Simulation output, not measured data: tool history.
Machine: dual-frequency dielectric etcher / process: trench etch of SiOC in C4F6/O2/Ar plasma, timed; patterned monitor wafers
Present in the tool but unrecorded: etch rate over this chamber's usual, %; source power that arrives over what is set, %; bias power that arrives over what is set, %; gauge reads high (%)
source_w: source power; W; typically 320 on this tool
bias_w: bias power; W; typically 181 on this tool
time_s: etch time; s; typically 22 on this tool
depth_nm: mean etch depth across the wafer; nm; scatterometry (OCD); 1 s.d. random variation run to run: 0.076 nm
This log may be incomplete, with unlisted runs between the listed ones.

run	hour	source_w	bias_w	time_s	wafers since the last listed run	hours since the last wet clean	hours since the last source power generator calibration	hours since the last bias power generator calibration	hours since the last upper electrode change	hours since the gauge calibration	read-back reference wafer on the same gauge, depth_nm	depth_nm
1	0	320	181	22	0	476.2	1553.6	2996.8	2956.8	2.3	49.01	45.53
# hour 89.8: wet clean of the chamber
2	90.3	320	181	22	698	0.5	1643.9	3087.1	3047.1	92.6	49	44.9
3	113.1	320	181	22	240	23.3	1666.7	3109.9	3069.9	115.4	48.97	44.95
4	142.1	320	181	22	305	52.3	1695.7	3138.9	3098.9	144.4	48.99	44.86
5	181.5	320	181	22	414	91.7	1735.1	3178.3	3138.3	183.8	49.01	44.98
6	229.1	320	181	22	501	139.3	1782.7	3225.9	3185.9	231.4	49.01	44.96
# hour 258.3: upper electrode replaced
7	280	320	181	22	283	190.2	1833.6	3276.8	21.7	282.3	49.02	45.28
# hour 287.8: bias power generator calibrated
# hour 342: source power generator calibrated
8	342.5	320	181	22	573	252.7	0.5	54.7	84.2	344.8	48.96	44.48
9	374.2	320	181	22	333	284.4	32.2	86.4	115.9	376.5	49.02	44.54
10	415.6	320	181	22	436	325.8	73.6	127.8	157.3	417.9	49	44.79
11	440.6	320	213	22	263	350.8	98.6	152.8	182.3	442.9	49.02	47.91
12	482.4	320	153	26	440	392.6	140.4	194.6	224.1	484.7	48.96	49.37
13	509.5	350	181	18.5	285	419.7	167.5	221.7	251.2	511.8	48.97	38.97
# hour 577.5: wet clean of the chamber
14	578	320	181	22	468	0.5	236	290.2	319.7	580.3	49.05	44.5
# hour 581: gauge calibrated
15	622.2	390	181	22	465	44.7	280.2	334.4	363.9	41.2	49.02	47.82
16	677.7	320	165	22	584	100.2	335.7	389.9	419.4	96.7	49	42.99
17	708	320	181	18	319	130.5	366	420.2	449.7	127	48.99	36.69
18	760.4	380	224	22	551	182.9	418.4	472.6	502.1	179.4	49	52.04
19	794.7	390	216	17	361	217.2	452.7	506.9	536.4	213.7	49.02	40.06
20	820.6	320	181	22	272	243.1	478.6	532.8	562.3	239.6	48.99	45.05
21	846.2	380	145	18.5	269	268.7	504.2	558.4	587.9	265.2	48.96	36.64

Here are 3 independent what-if runs from the current tool condition. What would each one return?
A	846.6	320	209	22	4	269.1	504.6	558.8	588.3	265.6	?	?
B	846.6	250	162	22	4	269.1	504.6	558.8	588.3	265.6	?	?
C	846.6	300	181	22	4	269.1	504.6	558.8	588.3	265.6	?	?

run	read-back reference wafer on the same gauge, depth_nm	depth_nm
A	49	47.87
B	49	39.53
C	49	44.08
Without the tool's unlogged condition, the same runs would have read:
run	depth_nm
A	46.98
B	38.79
C	43.26
